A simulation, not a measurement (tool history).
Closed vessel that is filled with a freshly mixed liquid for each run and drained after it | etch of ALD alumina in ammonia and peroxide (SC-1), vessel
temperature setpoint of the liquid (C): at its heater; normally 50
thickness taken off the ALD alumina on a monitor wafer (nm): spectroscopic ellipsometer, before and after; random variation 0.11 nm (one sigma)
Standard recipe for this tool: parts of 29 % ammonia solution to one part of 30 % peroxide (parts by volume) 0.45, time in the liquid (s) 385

run	day	temperature setpoint of the liquid (C)	parts of 29 % ammonia solution to one part of 30 % peroxide (parts by volume)	time in the liquid (s)	wafers since the last listed run	hours since the thermometer was replaced	hours since the ammonia flow meter was replaced	hours since the drum of ammonia solution was connected	hours since the gauge calibration	read-back film thickness of the ALD alumina reference wafer, read on the same gauge (nm)	thickness taken off the ALD alumina on a monitor wafer (nm)
1	0	55	0.45	385	0	1886.1	1540.4	410.3	544.5	150.02	24.16
2	0.733	50	0.4	385	932	1903.7	1558	427.9	562.1	150	18.15
3	1.354	50	0.35	385	789	1918.6	1572.9	442.8	577	149.97	17.99
4	2.404	50	0.35	385	1335	1943.8	1598.1	468	602.2	150.01	18.03
# day 2.979: new drum of ammonia solution connected
5	3.896	50	0.45	385	1844	1979.6	1633.9	22	638	150.01	18.35
# day 7.079: thermometer replaced
6	7.883	50	0.45	385	5018	19.3	1729.6	117.7	733.7	150	16.5
7	8.933	50	0.45	385	1335	44.5	1754.8	142.9	758.9	149.99	16.36
8	10.212	55	0.45	275	1627	75.2	1785.5	173.6	789.6	150	15.36
9	11.262	58	0.6	310	1335	100.4	1810.7	198.8	814.8	150	20.65
10	12.462	50	0.45	385	1526	129.2	1839.5	227.6	843.6	149.99	16.49
11	13.338	50	0.45	385	1112	150.2	1860.5	248.6	864.6	149.99	16.61
12	14.208	47	0.55	385	1107	171.1	1881.4	269.5	885.5	149.98	14.04
# day 14.729: ammonia flow meter replaced
13	15.379	41.5	0.45	385	1436	199.2	15.6	297.6	913.6	150.01	10.11
14	16.212	53.5	0.45	385	1059	219.2	35.6	317.6	933.6	149.99	19.89
15	17.579	50	0.45	385	1738	252	68.4	350.4	966.4	149.98	16.52
16	18.521	44.5	0.35	595	1197	274.6	91	373	989	149.99	18.26
17	19.488	50	0.45	385	1229	297.8	114.2	396.2	1012.2	149.99	16.58
# day 21.108: new drum of ammonia solution connected
18	21.65	50	0.45	385	2697	349.7	166.1	13	1064.1	150	16.78
# day 25.346: gauge calibrated
19	26.054	55	0.4	305	5601	455.4	271.8	118.7	17	150.01	17.01
20	26.954	55	0.3	175	1144	477	293.4	140.3	38.6	150.01	9.65
21	27.575	45	0.35	180	789	491.9	308.3	155.2	53.5	150	5.81
22	28.383	53	0.65	450	1028	511.3	327.7	174.6	72.9	150.02	23.89
23	29.6	50	0.45	385	1547	540.5	356.9	203.8	102.1	150	16.83
24	30.725	52.5	0.6	240	1430	567.5	383.9	230.8	129.1	150	12.27
25	31.742	41.5	0.35	445	1293	591.9	408.3	255.2	153.5	149.99	11.79
26	32.35	50	0.45	280	773	606.5	422.9	269.8	168.1	150	12.22
27	36.721	50	0.4	385	5559	711.4	527.8	374.7	273	150.02	16.64
28	37.288	50	0.45	385	720	725	541.4	388.3	286.6	150.02	17.21

State the hidden condition of the tool at each of the runs:
ammonia flow below the setpoint (%): 0 in every run
ammonia solution weaker than its label (%): 0 in every run
gauge reads high (%): 0 in every run
H1: liquid hotter than its thermometer reads (K)
run	H1
1	2.24
2	2.26
3	2.27
4	2.3
5	2.34
6	0.0705
7	0.0959
8	0.127
9	0.152
10	0.181
11	0.202
12	0.223
13	0.252
14	0.272
15	0.305
16	0.328
17	0.351
18	0.403
19	0.51
20	0.532
21	0.547
22	0.566
23	0.596
24	0.623
25	0.648
26	0.662
27	0.768
28	0.782
